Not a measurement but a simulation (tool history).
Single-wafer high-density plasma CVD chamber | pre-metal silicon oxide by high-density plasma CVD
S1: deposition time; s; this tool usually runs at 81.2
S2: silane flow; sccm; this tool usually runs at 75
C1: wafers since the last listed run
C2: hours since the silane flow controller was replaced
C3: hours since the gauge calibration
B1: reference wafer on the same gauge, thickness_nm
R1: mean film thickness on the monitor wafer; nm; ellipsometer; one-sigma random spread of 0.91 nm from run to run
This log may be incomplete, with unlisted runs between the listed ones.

run    day    S1  S2   C1      C2     C3       B1       R1
  1  0.000  81.2  75    0  4248.7   43.8  503.283  608.932
  2  0.317  81.2  75   79  4256.3   51.4  503.082  608.659
  3  0.971  81.2  75  164  4272.0   67.1  502.718  608.773
  4  1.696  81.2  75  181  4289.4   84.5  502.393  607.204
  5  1.975  81.2  75   70  4296.1   91.2  502.233  605.097
  6  2.688  81.2  75  178  4313.2  108.3  501.779  606.470
  7  3.246  81.2  75  140  4326.6  121.7  501.760  607.742
     3.667  -- gauge calibrated
  8  3.754  81.2  75  127  4338.8    2.1  503.609  607.230
  9  4.104  81.2  75   87  4347.2   10.5  503.522  610.508
 10  4.767  81.2  75  166  4363.1   26.4  503.239  606.602
 11  5.108  75.6  83   85  4371.3   34.6  503.039  625.821

Run 12 has not been measured yet. What should we expect?
 12  5.808  81.2  75  175  4388.1  51.4   ?   ?

Run 12 came out at B1 502.899, R1 609.214 nm.
With the hidden condition absent and the run-to-run variation left alone, this run would have shown R1 610.763 nm.
